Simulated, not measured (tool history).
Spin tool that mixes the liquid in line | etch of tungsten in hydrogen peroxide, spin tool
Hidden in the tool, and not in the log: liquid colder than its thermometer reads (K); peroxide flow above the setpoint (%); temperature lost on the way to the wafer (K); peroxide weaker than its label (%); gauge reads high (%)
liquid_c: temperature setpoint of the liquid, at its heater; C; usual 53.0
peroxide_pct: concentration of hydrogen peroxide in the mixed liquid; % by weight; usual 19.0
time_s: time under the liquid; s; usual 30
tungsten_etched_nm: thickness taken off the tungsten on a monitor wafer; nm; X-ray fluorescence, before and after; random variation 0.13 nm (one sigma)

| run | hour | liquid_c | peroxide_pct | time_s | wafers since the last listed run | hours since the thermometer was replaced | hours since the peroxide flow meter was replaced | hours since the heated supply line was repaired | hours since the drum of peroxide was connected | hours since the gauge calibration | read-back film thickness of the tungsten reference wafer, read on the same gauge (nm) | tungsten_etched_nm |
|---|---|---|---|---|---|---|---|---|---|---|---|---|
| 1 | 0.0 | 59.0 | 17.5 | 30 | 0 | 995.8 | 1461.8 | 2571.9 | 324.4 | 465.4 | 70.01 | 41.82 |
|  | 27.1 | new drum of peroxide connected |
| 2 | 31.8 | 59.0 | 17.5 | 30 | 478 | 1027.6 | 1493.6 | 2603.7 | 4.7 | 497.2 | 69.98 | 42.02 |
| 3 | 44.4 | 59.0 | 17.5 | 30 | 195 | 1040.2 | 1506.2 | 2616.3 | 17.3 | 509.8 | 69.99 | 41.69 |
| 4 | 77.0 | 53.0 | 17.5 | 30 | 506 | 1072.8 | 1538.8 | 2648.9 | 49.9 | 542.4 | 69.98 | 29.42 |
| 5 | 106.2 | 53.0 | 17.5 | 30 | 453 | 1102.0 | 1568.0 | 2678.1 | 79.1 | 571.6 | 69.99 | 29.32 |
| 6 | 132.9 | 53.0 | 19.0 | 40 | 414 | 1128.7 | 1594.7 | 2704.8 | 105.8 | 598.3 | 70.00 | 40.57 |
| 7 | 165.7 | 53.0 | 21.0 | 30 | 509 | 1161.5 | 1627.5 | 2737.6 | 138.6 | 631.1 | 70.01 | 32.15 |
|  | 227.4 | gauge calibrated |
| 8 | 229.5 | 53.0 | 21.0 | 30 | 990 | 1225.3 | 1691.3 | 2801.4 | 202.4 | 2.1 | 70.01 | 32.23 |
|  | 236.2 | heated supply line repaired |
|  | 239.2 | thermometer replaced |
| 9 | 258.2 | 53.0 | 21.0 | 30 | 414 | 19.0 | 1720.0 | 22.0 | 231.1 | 30.8 | 70.01 | 32.34 |
| 10 | 277.3 | 53.0 | 19.0 | 35 | 296 | 38.1 | 1739.1 | 41.1 | 250.2 | 49.9 | 70.00 | 35.76 |
| 11 | 293.5 | 53.0 | 19.0 | 30 | 251 | 54.3 | 1755.3 | 57.3 | 266.4 | 66.1 | 70.01 | 30.84 |
|  | 295.6 | peroxide flow meter replaced |
| 12 | 319.8 | 50.0 | 16.5 | 20 | 392 | 80.6 | 24.2 | 83.6 | 292.7 | 92.4 | 70.01 | 16.46 |
| 13 | 341.2 | 53.0 | 19.0 | 30 | 332 | 102.0 | 45.6 | 105.0 | 314.1 | 113.8 | 70.00 | 31.71 |
|  | 342.3 | new drum of peroxide connected |
| 14 | 377.7 | 53.0 | 21.0 | 30 | 551 | 138.5 | 82.1 | 141.5 | 35.4 | 150.3 | 70.00 | 33.53 |
| 15 | 394.4 | 60.0 | 16.0 | 35 | 259 | 155.2 | 98.8 | 158.2 | 52.1 | 167.0 | 70.00 | 51.27 |
|  | 414.7 | peroxide flow meter replaced, repeated, since the last time left the tool worse |
| 16 | 428.0 | 53.0 | 13.5 | 40 | 506 | 188.8 | 13.3 | 191.8 | 85.7 | 200.6 | 70.02 | 33.27 |
| 17 | 441.0 | 61.5 | 19.0 | 15 | 201 | 201.8 | 26.3 | 204.8 | 98.7 | 213.6 | 69.96 | 24.40 |
| 18 | 467.5 | 45.0 | 19.0 | 30 | 411 | 228.3 | 52.8 | 231.3 | 125.2 | 240.1 | 70.01 | 18.10 |
| 19 | 499.7 | 58.0 | 22.5 | 30 | 499 | 260.5 | 85.0 | 263.5 | 157.4 | 272.3 | 70.01 | 43.06 |

The next listed run, before its measurement:
| 20 | 518.5 | 53.0 | 19.0 | 30 | 291 | 279.3 | 103.8 | 282.3 | 176.2 | 291.1 | ? | ? |

{"run 20": {"read-back film thickness of the tungsten reference wafer, read on the same gauge (nm)": 70.01, "tungsten_etched_nm": 29.87}}
Without the tool's hidden state the same run would have given tungsten_etched_nm 29.70 nm.
